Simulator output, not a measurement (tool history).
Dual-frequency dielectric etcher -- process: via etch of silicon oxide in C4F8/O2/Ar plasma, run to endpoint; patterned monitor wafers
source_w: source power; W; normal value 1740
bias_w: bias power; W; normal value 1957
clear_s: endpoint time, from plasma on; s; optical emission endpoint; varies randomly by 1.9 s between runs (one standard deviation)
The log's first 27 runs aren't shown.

run,hour,source_w,bias_w,wafers since the last listed run,hours since the last wet clean,hours since the last source power generator calibration,hours since the last bias power generator calibration,hours since the last upper electrode change,"incoming incoming film thickness, nm",clear_s
28,414.5,1400,2265,78,175.1,268.7,288.5,268.3,1750.4,355.3
29,440.7,1740,1957,133,201.3,294.9,314.7,294.5,1754.4,347.2
30,451.2,1450,1957,53,211.8,305.4,325.2,305,1759.2,370.8
31,461.5,1870,2364,52,222.1,315.7,335.5,315.3,1756,314.4
32,469.3,1390,1957,39,229.9,323.5,343.3,323.1,1745.3,373.4
33,476.8,1610,1788,38,237.4,331,350.8,330.6,1741.7,366.4
34,494.4,1740,2435,89,255,348.6,368.4,348.2,1744.3,314.9
35,505.8,1740,1957,58,266.4,360,379.8,359.6,1740.8,340.3

Branching from run 35: 4 alternative next runs. What would each branch give?
A,506.3,1910,1957,2,266.9,360.5,380.3,360.1,1753.4,?
B,506.3,1740,2378,2,266.9,360.5,380.3,360.1,1753.4,?
C,506.3,2040,2301,2,266.9,360.5,380.3,360.1,1753.4,?
D,506.3,1340,2125,2,266.9,360.5,380.3,360.1,1753.4,?

run,clear_s
A,331.7
B,317
C,303.8
D,362.6
Take away the tool's hidden state, keep each run's random variation, and the runs would have read:
run,clear_s
A,345.5
B,330.2
C,316.4
D,377.7

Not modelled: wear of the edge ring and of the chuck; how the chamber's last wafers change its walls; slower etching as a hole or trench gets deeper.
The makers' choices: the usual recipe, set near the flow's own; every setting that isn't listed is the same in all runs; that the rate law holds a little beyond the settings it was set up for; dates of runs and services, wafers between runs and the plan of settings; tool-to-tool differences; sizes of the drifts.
